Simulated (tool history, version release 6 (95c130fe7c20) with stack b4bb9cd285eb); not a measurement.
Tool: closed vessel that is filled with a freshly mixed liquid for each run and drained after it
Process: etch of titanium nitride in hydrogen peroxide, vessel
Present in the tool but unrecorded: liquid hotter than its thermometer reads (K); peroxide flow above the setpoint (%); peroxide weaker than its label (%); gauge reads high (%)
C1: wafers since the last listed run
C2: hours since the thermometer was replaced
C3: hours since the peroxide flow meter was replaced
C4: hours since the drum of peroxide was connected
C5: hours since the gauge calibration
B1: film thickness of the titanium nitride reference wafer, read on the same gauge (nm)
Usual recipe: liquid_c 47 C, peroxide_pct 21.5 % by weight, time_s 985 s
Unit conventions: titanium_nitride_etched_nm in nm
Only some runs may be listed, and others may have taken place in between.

run 1 hour=0 | liquid_c=47 peroxide_pct=21.5 time_s=985 | C1=0 C2=963.8 C3=1478.2 C4=676.4 C5=1244.8 | B1=89.99 | titanium_nitride_etched_nm=20.16
-- hour=72.5 new drum of peroxide connected
-- hour=106.2 gauge calibrated
run 2 hour=106.9 | liquid_c=47 peroxide_pct=21.5 time_s=985 | C1=5419 C2=1070.7 C3=1585.1 C4=34.4 C5=0.7 | B1=90.02 | titanium_nitride_etched_nm=20.14
run 3 hour=165 | liquid_c=47 peroxide_pct=21.5 time_s=985 | C1=2973 C2=1128.8 C3=1643.2 C4=92.5 C5=58.8 | B1=89.98 | titanium_nitride_etched_nm=20.12
run 4 hour=215.1 | liquid_c=47 peroxide_pct=21.5 time_s=985 | C1=2563 C2=1178.9 C3=1693.3 C4=142.6 C5=108.9 | B1=89.99 | titanium_nitride_etched_nm=20.17
run 5 hour=317.4 | liquid_c=39.5 peroxide_pct=21.5 time_s=1220 | C1=5235 C2=1281.2 C3=1795.6 C4=244.9 C5=211.2 | B1=90.02 | titanium_nitride_etched_nm=14.19
run 6 hour=365.9 | liquid_c=39.5 peroxide_pct=21.5 time_s=1220 | C1=2481 C2=1329.7 C3=1844.1 C4=293.4 C5=259.7 | B1=90.01 | titanium_nitride_etched_nm=14.23
run 7 hour=462.4 | liquid_c=47 peroxide_pct=21.5 time_s=985 | C1=4938 C2=1426.2 C3=1940.6 C4=389.9 C5=356.2 | B1=89.97 | titanium_nitride_etched_nm=20.12
run 8 hour=529 | liquid_c=47 peroxide_pct=26.5 time_s=985 | C1=3408 C2=1492.8 C3=2007.2 C4=456.5 C5=422.8 | B1=89.98 | titanium_nitride_etched_nm=21.05
run 9 hour=694.7 | liquid_c=47 peroxide_pct=26.5 time_s=985 | C1=8479 C2=1658.5 C3=2172.9 C4=622.2 C5=588.5 | B1=89.99 | titanium_nitride_etched_nm=21.19
run 10 hour=764.9 | liquid_c=47 peroxide_pct=26.5 time_s=985 | C1=3592 C2=1728.7 C3=2243.1 C4=692.4 C5=658.7 | B1=89.97 | titanium_nitride_etched_nm=21.27
-- hour=817.3 peroxide flow meter replaced
run 11 hour=858 | liquid_c=47 peroxide_pct=21.5 time_s=985 | C1=4713 C2=1821.8 C3=40.7 C4=785.5 C5=751.8 | B1=89.96 | titanium_nitride_etched_nm=19.84
-- hour=913.2 new drum of peroxide connected
run 12 hour=914 | liquid_c=51.5 peroxide_pct=24.5 time_s=985 | C1=2814 C2=1877.8 C3=96.7 C4=0.8 C5=807.8 | B1=90.01 | titanium_nitride_etched_nm=28.11
run 13 hour=979.5 | liquid_c=47 peroxide_pct=21.5 time_s=985 | C1=3351 C2=1943.3 C3=162.2 C4=66.3 C5=873.3 | B1=90.01 | titanium_nitride_etched_nm=19.73
run 14 hour=1074.3 | liquid_c=47 peroxide_pct=21.5 time_s=985 | C1=4851 C2=2038.1 C3=257 C4=161.1 C5=968.1 | B1=90.02 | titanium_nitride_etched_nm=19.8
run 15 hour=1110.5 | liquid_c=56.5 peroxide_pct=28 time_s=730 | C1=1852 C2=2074.3 C3=293.2 C4=197.3 C5=1004.3 | B1=90.03 | titanium_nitride_etched_nm=30.44
run 16 hour=1161.8 | liquid_c=47 peroxide_pct=21.5 time_s=985 | C1=2625 C2=2125.6 C3=344.5 C4=248.6 C5=1055.6 | B1=90 | titanium_nitride_etched_nm=19.73
run 17 hour=1253.5 | liquid_c=50 peroxide_pct=27 time_s=725 | C1=4692 C2=2217.3 C3=436.2 C4=340.3 C5=1147.3 | B1=89.97 | titanium_nitride_etched_nm=19.3
run 18 hour=1344.1 | liquid_c=54 peroxide_pct=18 time_s=630 | C1=4636 C2=2307.9 C3=526.8 C4=430.9 C5=1237.9 | B1=90 | titanium_nitride_etched_nm=20.35
-- hour=1410.9 gauge calibrated
run 19 hour=1447.3 | liquid_c=41 peroxide_pct=21.5 time_s=725 | C1=5281 C2=2411.1 C3=630 C4=534.1 C5=36.4 | B1=90.01 | titanium_nitride_etched_nm=9.32
run 20 hour=1549.2 | liquid_c=47 peroxide_pct=21.5 time_s=985 | C1=5214 C2=2513 C3=731.9 C4=636 C5=138.3 | B1=89.99 | titanium_nitride_etched_nm=20.04
-- hour=1568.4 thermometer replaced
run 21 hour=1604.4 | liquid_c=40 peroxide_pct=21.5 time_s=570 | C1=2773 C2=36 C3=787.1 C4=691.2 C5=193.5 | B1=90.01 | titanium_nitride_etched_nm=6.85
-- hour=1639.3 new drum of peroxide connected
run 22 hour=1677.8 | liquid_c=55 peroxide_pct=21.5 time_s=985 | C1=3705 C2=109.4 C3=860.5 C4=38.5 C5=266.9 | B1=90 | titanium_nitride_etched_nm=35.31
run 23 hour=1760.3 | liquid_c=56.5 peroxide_pct=19 time_s=1315 | C1=4221 C2=191.9 C3=943 C4=121 C5=349.4 | B1=90 | titanium_nitride_etched_nm=50.67
run 24 hour=1867.4 | liquid_c=50 peroxide_pct=18.5 time_s=540 | C1=5480 C2=299 C3=1050.1 C4=228.1 C5=456.5 | B1=90.02 | titanium_nitride_etched_nm=13.17

Estimate the outcome of run 25 from the log above:
run 25 hour=1916.4 | liquid_c=56 peroxide_pct=21.5 time_s=985 | C1=2507 C2=348 C3=1099.1 C4=277.1 C5=505.5 | B1=? | titanium_nitride_etched_nm=?

Logged for run 25: B1 90, titanium_nitride_etched_nm 38.31 nm.
If the tool had no hidden condition, the same run with the same run-to-run variation would have returned titanium_nitride_etched_nm 37.81 nm.

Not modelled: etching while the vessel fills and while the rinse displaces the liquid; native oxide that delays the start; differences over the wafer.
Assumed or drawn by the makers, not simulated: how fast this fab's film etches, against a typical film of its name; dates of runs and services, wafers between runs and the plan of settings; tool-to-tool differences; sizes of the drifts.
